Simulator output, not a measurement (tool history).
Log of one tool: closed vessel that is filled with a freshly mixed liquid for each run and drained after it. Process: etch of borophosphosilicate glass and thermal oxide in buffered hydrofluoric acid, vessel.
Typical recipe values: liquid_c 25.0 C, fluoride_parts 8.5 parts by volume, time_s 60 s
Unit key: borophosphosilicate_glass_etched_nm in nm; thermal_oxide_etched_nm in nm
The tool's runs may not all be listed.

run    hour  liquid_c  fluoride_parts  time_s  read-back film thickness of the borophosphosilicate glass reference wafer, read on the same gauge (nm)  read-back film thickness of the thermal oxide reference wafer, read on the same gauge (nm)  borophosphosilicate_glass_etched_nm  thermal_oxide_etched_nm
  1     0.0      23.0             8.5      60                                                                                                  120.01                                                                                      139.99                                81.98                    69.28
  2   101.2      29.0             8.5      60                                                                                                  119.98                                                                                      140.03                               111.41                    95.30
  3   203.7      29.0             8.5      60                                                                                                  120.00                                                                                      140.03                               112.04                    95.74
  4   308.2      29.0             8.5      60                                                                                                  120.02                                                                                      140.01                               111.27                    95.42
  5   453.0      25.0            11.0      60                                                                                                  120.00                                                                                      139.98                                72.50                    60.88
  6   531.4      25.0             8.5      60                                                                                                  120.00                                                                                      140.00                                88.89                    75.70
  7   616.1      25.0             8.5      60                                                                                                  119.98                                                                                      139.99                                89.33                    76.60
  8   696.5      25.0             8.5      60                                                                                                  120.00                                                                                      140.00                                89.68                    77.05
  9   794.7      23.5             5.5      60                                                                                                  120.01                                                                                      140.01                               125.34                   107.38
 10   879.6      29.0             8.5      80                                                                                                  119.97                                                                                      140.03                               149.69                   127.04
      913.4  -- hydrofluoric acid flow meter replaced
 11   983.1      25.0             8.5      60                                                                                                  120.00                                                                                      140.00                                88.48                    75.77
 12  1020.1      25.0             9.5      50                                                                                                  119.99                                                                                      139.98                                67.13                    57.29
 13  1089.0      25.0             8.5      60                                                                                                  119.99                                                                                      140.01                                89.88                    76.34
 14  1155.2      27.0             7.0      90                                                                                                  119.99                                                                                      140.01                               183.85                   155.30
     1163.5  -- gauge calibrated
 15  1208.5      20.5             8.5      60                                                                                                  119.98                                                                                      140.02                                70.28                    59.32
     1244.3  -- thermometer replaced
 16  1271.5      25.0             8.5      60                                                                                                  120.01                                                                                      140.05                                94.82                    80.07
 17  1322.3      20.5             9.5      85                                                                                                  120.00                                                                                      140.05                                95.03                    80.16
 18  1388.2      29.5             8.5      95                                                                                                  120.00                                                                                      140.03                               190.49                   161.53
 19  1610.5      29.0             5.5      60                                                                                                  120.01                                                                                      140.03                               178.18                   149.69
 20  1917.9      27.0            11.5      75                                                                                                  120.01                                                                                      140.00                                99.54                    84.48
 21  2019.6      21.5             7.5      30                                                                                                  119.99                                                                                      139.93                                44.16                    37.40
 22  2092.5      25.0             6.0      60                                                                                                  119.99                                                                                      139.97                               130.53                   111.15
     2099.3  -- hydrofluoric acid flow meter replaced
 23  2198.8      25.0             8.5      75                                                                                                  120.02                                                                                      139.93                               116.15                    99.12
 24  2264.9      27.5             8.5      60                                                                                                  120.04                                                                                      140.01                               105.58                    89.80

Predict each of these 5 candidate next runs independently; none follows another, all start after run 24:
  A  2265.6      25.0             8.5      60                                                                                                       ?                                                                                           ?                                    ?                        ?
  B  2265.6      30.0             6.0      30                                                                                                       ?                                                                                           ?                                    ?                        ?
  C  2265.6      22.0             8.5      60                                                                                                       ?                                                                                           ?                                    ?                        ?
  D  2265.6      21.5            10.0      95                                                                                                       ?                                                                                           ?                                    ?                        ?
  E  2265.6      27.5             5.5      60                                                                                                       ?                                                                                           ?                                    ?                        ?

run  read-back film thickness of the borophosphosilicate glass reference wafer, read on the same gauge (nm)  read-back film thickness of the thermal oxide reference wafer, read on the same gauge (nm)  borophosphosilicate_glass_etched_nm  thermal_oxide_etched_nm
  A                                                                                                  120.01                                                                                      140.04                                94.09                    78.05
  B                                                                                                  120.01                                                                                      140.04                                86.73                    71.83
  C                                                                                                  120.01                                                                                      140.04                                79.98                    66.21
  D                                                                                                  120.01                                                                                      140.04                               108.19                    89.68
  E                                                                                                  120.01                                                                                      140.04                               164.18                   135.48
Had the tool no hidden state, the same runs would have come out as:
run  borophosphosilicate_glass_etched_nm  thermal_oxide_etched_nm
  A                                96.33                    79.93
  B                                88.73                    73.50
  C                                81.93                    67.84
  D                               110.84                    91.89
  E                               168.01                   138.69
